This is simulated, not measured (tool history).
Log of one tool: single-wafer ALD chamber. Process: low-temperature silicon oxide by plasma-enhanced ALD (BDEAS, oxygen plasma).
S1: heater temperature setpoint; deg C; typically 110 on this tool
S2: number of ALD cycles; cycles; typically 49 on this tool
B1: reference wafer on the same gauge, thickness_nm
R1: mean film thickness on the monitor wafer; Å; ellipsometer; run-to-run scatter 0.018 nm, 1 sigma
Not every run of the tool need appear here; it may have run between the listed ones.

run     day   S1  S2     B1     R1
  1   0.000  110  49  5.689  70.59
  2   0.325  110  49  5.694  70.57
  3   0.650  110  49  5.690  70.66
  4   0.979  110  49  5.692  70.55
  5   1.962   98  49  5.689  72.07
  6   2.517   98  49  5.684  72.02
  7   3.129   98  49  5.697  72.04
  8   3.400  110  49  5.696  70.81
      4.292  -- thermocouple changed; heater temperature recalibrated
  9   4.312  110  49  5.691  70.49
 10   4.550  106  47  5.689  67.99
 11   5.012  110  49  5.691  70.64
      5.262  -- gauge calibrated
 12   5.667  110  49  5.685  70.52
 13   6.158  110  49  5.689  70.69
 14   6.583  120  43  5.688  60.81
 15   7.296   98  53  5.695  77.85
 16   7.733  122  45  5.693  63.24
 17   8.408  106  49  5.689  71.16
 18   9.104  105  42  5.688  60.86
 19   9.775  110  49  5.683  70.34
 20  10.362  115  45  5.696  64.17
 21  10.908  110  49  5.690  70.52
 22  11.396  100  42  5.682  61.54
 23  12.058  110  49  5.697  70.51
     12.771  -- gauge calibrated
 24  12.775  104  49  5.691  71.32
 25  13.375  106  46  5.685  66.61

What if the next run were any one of these 4? Each begins from the tool's condition after run 25:
  A  13.396  110  55   ?   ?
  B  13.396  100  49   ?   ?
  C  13.396  123  57   ?   ?
  D  13.396  105  46   ?   ?

run     B1     R1
  A  5.689  79.18
  B  5.689  71.78
  C  5.689  80.20
  D  5.689  66.80
Had the tool no hidden state, the same runs would have come out as:
run     R1
  A  79.18
  B  71.78
  C  80.20
  D  66.80
